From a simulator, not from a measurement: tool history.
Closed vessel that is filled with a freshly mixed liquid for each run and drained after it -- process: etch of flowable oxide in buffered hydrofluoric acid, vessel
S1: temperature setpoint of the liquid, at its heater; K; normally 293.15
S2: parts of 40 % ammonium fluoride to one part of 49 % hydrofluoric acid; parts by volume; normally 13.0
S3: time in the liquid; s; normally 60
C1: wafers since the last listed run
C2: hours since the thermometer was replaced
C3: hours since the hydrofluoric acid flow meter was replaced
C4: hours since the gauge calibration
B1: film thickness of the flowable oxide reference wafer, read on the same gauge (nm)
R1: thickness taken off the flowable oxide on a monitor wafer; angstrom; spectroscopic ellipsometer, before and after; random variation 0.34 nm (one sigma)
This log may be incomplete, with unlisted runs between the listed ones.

run 1 hour=0.0 | S1=293.15 S2=13.0 S3=40 | C1=0 C2=944.3 C3=256.1 C4=1326.0 | B1=89.98 | R1=508.7
run 2 hour=64.4 | S1=293.15 S2=13.0 S3=60 | C1=7511 C2=1008.7 C3=320.5 C4=1390.4 | B1=90.01 | R1=758.2
run 3 hour=111.6 | S1=293.15 S2=13.0 S3=60 | C1=5505 C2=1055.9 C3=367.7 C4=1437.6 | B1=90.00 | R1=761.4
run 4 hour=193.5 | S1=293.15 S2=13.0 S3=60 | C1=9552 C2=1137.8 C3=449.6 C4=1519.5 | B1=89.99 | R1=765.3
run 5 hour=243.8 | S1=293.15 S2=13.0 S3=60 | C1=5866 C2=1188.1 C3=499.9 C4=1569.8 | B1=90.01 | R1=763.5
run 6 hour=318.1 | S1=293.15 S2=13.0 S3=60 | C1=8665 C2=1262.4 C3=574.2 C4=1644.1 | B1=90.01 | R1=767.5
run 7 hour=360.2 | S1=293.15 S2=13.0 S3=60 | C1=4910 C2=1304.5 C3=616.3 C4=1686.2 | B1=90.00 | R1=769.2
run 8 hour=426.4 | S1=293.15 S2=13.0 S3=60 | C1=7721 C2=1370.7 C3=682.5 C4=1752.4 | B1=90.00 | R1=766.0
run 9 hour=496.9 | S1=293.15 S2=13.0 S3=60 | C1=8222 C2=1441.2 C3=753.0 C4=1822.9 | B1=90.00 | R1=767.9
run 10 hour=538.8 | S1=293.15 S2=13.0 S3=60 | C1=4886 C2=1483.1 C3=794.9 C4=1864.8 | B1=90.02 | R1=772.5
run 11 hour=641.0 | S1=293.15 S2=13.0 S3=50 | C1=11919 C2=1585.3 C3=897.1 C4=1967.0 | B1=90.00 | R1=642.3
-- hour=930.9 hydrofluoric acid flow meter replaced
run 12 hour=958.4 | S1=293.15 S2=13.0 S3=60 | C1=36902 C2=1902.7 C3=27.5 C4=2284.4 | B1=89.99 | R1=755.7
run 13 hour=1039.9 | S1=295.65 S2=15.0 S3=95 | C1=9505 C2=1984.2 C3=109.0 C4=2365.9 | B1=90.00 | R1=1197.1
run 14 hour=1097.0 | S1=293.15 S2=13.0 S3=60 | C1=6659 C2=2041.3 C3=166.1 C4=2423.0 | B1=90.01 | R1=758.2
run 15 hour=1153.9 | S1=293.15 S2=15.0 S3=60 | C1=6636 C2=2098.2 C3=223.0 C4=2479.9 | B1=89.99 | R1=662.0
run 16 hour=1256.0 | S1=290.15 S2=17.5 S3=30 | C1=11908 C2=2200.3 C3=325.1 C4=2582.0 | B1=89.99 | R1=240.5
run 17 hour=1318.8 | S1=293.15 S2=10.5 S3=40 | C1=7324 C2=2263.1 C3=387.9 C4=2644.8 | B1=90.00 | R1=627.8
run 18 hour=1364.9 | S1=293.15 S2=13.0 S3=60 | C1=5376 C2=2309.2 C3=434.0 C4=2690.9 | B1=90.00 | R1=763.9
-- hour=1371.9 thermometer replaced
run 19 hour=1427.7 | S1=293.15 S2=13.0 S3=85 | C1=7207 C2=55.8 C3=496.8 C4=2753.7 | B1=90.03 | R1=1087.5
run 20 hour=1486.3 | S1=293.15 S2=13.0 S3=75 | C1=6834 C2=114.4 C3=555.4 C4=2812.3 | B1=90.01 | R1=958.7
run 21 hour=1550.8 | S1=293.15 S2=13.0 S3=70 | C1=7522 C2=178.9 C3=619.9 C4=2876.8 | B1=89.99 | R1=897.0
run 22 hour=1602.4 | S1=293.15 S2=17.0 S3=60 | C1=6018 C2=230.5 C3=671.5 C4=2928.4 | B1=89.99 | R1=597.1
-- hour=1612.1 gauge calibrated
run 23 hour=1642.6 | S1=290.15 S2=13.0 S3=60 | C1=4688 C2=270.7 C3=711.7 C4=30.5 | B1=90.00 | R1=654.0
run 24 hour=1730.9 | S1=295.65 S2=14.5 S3=85 | C1=10298 C2=359.0 C3=800.0 C4=118.8 | B1=90.00 | R1=1130.6
run 25 hour=1798.5 | S1=293.15 S2=13.0 S3=70 | C1=7884 C2=426.6 C3=867.6 C4=186.4 | B1=89.98 | R1=905.4
-- hour=2039.0 hydrofluoric acid flow meter replaced
run 26 hour=2106.5 | S1=293.15 S2=13.0 S3=45 | C1=35806 C2=734.6 C3=67.5 C4=494.4 | B1=90.00 | R1=568.8
run 27 hour=2160.4 | S1=293.15 S2=15.5 S3=60 | C1=6286 C2=788.5 C3=121.4 C4=548.3 | B1=90.01 | R1=639.1
run 28 hour=2264.1 | S1=293.15 S2=13.0 S3=35 | C1=12094 C2=892.2 C3=225.1 C4=652.0 | B1=90.00 | R1=446.0
run 29 hour=2330.2 | S1=291.15 S2=10.5 S3=30 | C1=7709 C2=958.3 C3=291.2 C4=718.1 | B1=90.01 | R1=422.6
run 30 hour=2408.6 | S1=296.65 S2=13.0 S3=60 | C1=9143 C2=1036.7 C3=369.6 C4=796.5 | B1=89.99 | R1=934.1
run 31 hour=2520.3 | S1=293.15 S2=13.0 S3=90 | C1=13027 C2=1148.4 C3=481.3 C4=908.2 | B1=90.00 | R1=1158.4
run 32 hour=2607.8 | S1=290.15 S2=11.0 S3=60 | C1=10205 C2=1235.9 C3=568.8 C4=995.7 | B1=90.01 | R1=767.7
run 33 hour=2704.7 | S1=293.15 S2=13.0 S3=60 | C1=11301 C2=1332.8 C3=665.7 C4=1092.6 | B1=90.00 | R1=777.9
run 34 hour=2758.2 | S1=293.15 S2=13.0 S3=60 | C1=6239 C2=1386.3 C3=719.2 C4=1146.1 | B1=89.99 | R1=775.5

Alternative continuations, all from the tool just after run 34; predict every row:
run A hour=2758.9 | S1=293.15 S2=13.0 S3=60 | C1=81 C2=1387.0 C3=719.9 C4=1146.8 | B1=? | R1=?
run B hour=2758.9 | S1=290.15 S2=10.5 S3=35 | C1=81 C2=1387.0 C3=719.9 C4=1146.8 | B1=? | R1=?
run C hour=2758.9 | S1=296.15 S2=13.0 S3=35 | C1=81 C2=1387.0 C3=719.9 C4=1146.8 | B1=? | R1=?

run=A B1=90.00 R1=777.8
run=B B1=90.00 R1=471.7
run=C B1=90.00 R1=535.9
Without the tool's hidden state the same runs would have given:
run=A R1=754.1
run=B R1=457.4
run=C R1=519.6
